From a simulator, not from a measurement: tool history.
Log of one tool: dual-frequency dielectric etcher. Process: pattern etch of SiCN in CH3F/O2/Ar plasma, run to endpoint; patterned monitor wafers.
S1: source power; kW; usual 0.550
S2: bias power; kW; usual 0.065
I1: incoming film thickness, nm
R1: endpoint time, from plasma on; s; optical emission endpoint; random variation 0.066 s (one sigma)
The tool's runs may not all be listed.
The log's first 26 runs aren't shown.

run,hour,S1,S2,I1,R1
27,695.0,0.550,0.065,8.72,21.2
28,727.3,0.550,0.065,8.62,21.0
29,821.4,0.600,0.080,8.69,18.9
30,855.4,0.550,0.065,8.77,21.6
31,874.0,0.660,0.056,8.79,22.2
32,904.4,0.550,0.065,8.65,21.4
33,922.4,0.650,0.052,8.72,23.0
34,950.1,0.650,0.051,8.69,23.0

5 ways to go on from here, each from the tool as it stands after run 34. What would each give?
A,950.5,0.550,0.065,8.73,?
B,950.5,0.450,0.065,8.73,?
C,950.5,0.590,0.059,8.73,?
D,950.5,0.680,0.065,8.73,?
E,950.5,0.500,0.065,8.73,?

run,R1
A,21.4
B,22.4
C,22.0
D,20.3
E,21.9
Without the tool's hidden state the same runs would have given:
run,R1
A,21.1
B,22.1
C,21.7
D,20.0
E,21.6
